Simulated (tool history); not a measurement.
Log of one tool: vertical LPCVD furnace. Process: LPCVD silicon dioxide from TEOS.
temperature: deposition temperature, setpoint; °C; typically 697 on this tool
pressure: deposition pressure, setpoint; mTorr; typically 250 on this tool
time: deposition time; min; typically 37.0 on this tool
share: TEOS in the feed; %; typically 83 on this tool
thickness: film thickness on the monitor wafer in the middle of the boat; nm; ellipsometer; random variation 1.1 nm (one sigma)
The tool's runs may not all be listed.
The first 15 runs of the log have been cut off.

run,day,temperature,pressure,time,share,"read-back reference wafer on the same gauge, thickness",thickness
16,18.812,697,250,37.0,83,288.93,257.36
17,19.612,685,205,49.0,96,289.27,250.03
18,20.542,697,250,37.0,83,289.17,259.35
19,21.467,697,250,37.0,83,288.54,258.10
20,22.854,693,300,37.0,68,288.79,230.49
21,23.908,697,250,37.0,83,288.62,258.22
22,24.700,690,250,29.5,67,288.96,157.86
23,26.088,697,250,37.0,83,288.55,257.73
24,27.129,697,250,37.0,83,289.38,259.75
25,28.133,697,210,48.0,83,289.36,310.09
26,28.638,697,310,37.0,83,288.58,287.88
27,30.054,697,250,37.0,79,289.11,252.58
28,31.350,687,225,43.0,83,288.66,225.93
29,32.404,697,250,37.0,83,288.92,258.91
30,33.571,703,250,25.0,66,289.31,180.31
31,34.821,697,205,48.5,83,289.02,310.33

Alternative continuations, all from the tool just after run 31; predict every row:
A,34.967,697,250,37.0,83,?,?
B,34.967,689,250,37.0,83,?,?
C,34.967,700,250,43.5,77,?,?
D,34.967,700,195,37.0,83,?,?

run,"read-back reference wafer on the same gauge, thickness",thickness
A,289.44,258.00
B,289.44,213.72
C,289.44,313.27
D,289.44,244.33
Take away the tool's hidden state, keep each run's random variation, and the runs would have read:
run,thickness
A,250.01
B,207.00
C,303.64
D,236.81

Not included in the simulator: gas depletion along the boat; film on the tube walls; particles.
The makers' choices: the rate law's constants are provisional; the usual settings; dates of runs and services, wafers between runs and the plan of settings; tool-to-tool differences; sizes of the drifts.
